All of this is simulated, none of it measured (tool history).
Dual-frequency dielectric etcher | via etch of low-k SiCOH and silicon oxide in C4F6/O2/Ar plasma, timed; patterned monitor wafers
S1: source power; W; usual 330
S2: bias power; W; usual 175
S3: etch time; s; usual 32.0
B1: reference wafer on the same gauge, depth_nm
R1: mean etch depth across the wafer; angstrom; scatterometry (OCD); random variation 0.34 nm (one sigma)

run    hour   S1   S2    S3    B1   R1
  1     0.0  330  175  32.0  67.4  716
  2    93.4  330  175  32.0  67.4  719
      146.6  -- wet clean of the chamber
  3   147.1  330  175  32.0  67.4  712
  4   240.0  330  150  32.0  67.4  669
  5   341.9  330  150  32.0  67.4  666
  6   402.6  330  150  32.0  67.5  665
  7   471.0  330  175  32.0  67.4  717
  8   513.4  330  175  32.0  67.4  716
      539.9  -- wet clean of the chamber
      698.4  -- source power generator calibrated
  9   728.3  330  175  32.0  67.3  709
 10   770.5  330  175  32.0  67.4  701
      830.7  -- upper electrode replaced
 11   831.2  330  175  32.0  67.4  705
      890.2  -- bias power generator calibrated
 12   897.1  330  175  32.0  67.4  710
      962.4  -- wet clean of the chamber
 13   993.4  330  175  34.5  67.3  764
 14  1074.1  330  175  34.5  67.5  765
 15  1140.9  330  175  32.0  67.4  707
     1191.7  -- gauge calibrated
 16  1206.1  330  193  27.0  67.5  631
 17  1281.7  400  206  32.0  67.4  814
     1354.3  -- wet clean of the chamber
 18  1354.8  330  134  32.0  67.4  635
 19  1380.2  400  175  28.0  67.3  668
 20  1428.3  260  175  32.0  67.4  653
 21  1485.1  330  175  32.0  67.4  709
 22  1550.5  290  155  28.0  67.3  567
 23  1590.6  330  197  38.0  67.4  890
 24  1666.1  270  205  35.0  67.5  780
 25  1746.8  370  136  23.5  67.4  492
     1819.9  -- wet clean of the chamber
 26  1827.8  290  216  23.5  67.4  553
 27  1887.1  270  205  35.0  67.4  780
 28  1968.6  330  175  32.0  67.4  710
 29  2033.7  330  175  32.0  67.4  717
 30  2074.8  250  134  41.0  67.4  737
 31  2156.8  300  175  25.5  67.4  552

Forecast each of these 3 alternatives for the next run:
  A  2157.2  330  175  32.0   ?   ?
  B  2157.2  280  216  27.5   ?   ?
  C  2157.2  260  152  28.0   ?   ?

run    B1   R1
  A  67.4  720
  B  67.4  643
  C  67.4  547
Without the tool's hidden state the same runs would have given:
run   R1
  A  708
  B  632
  C  537
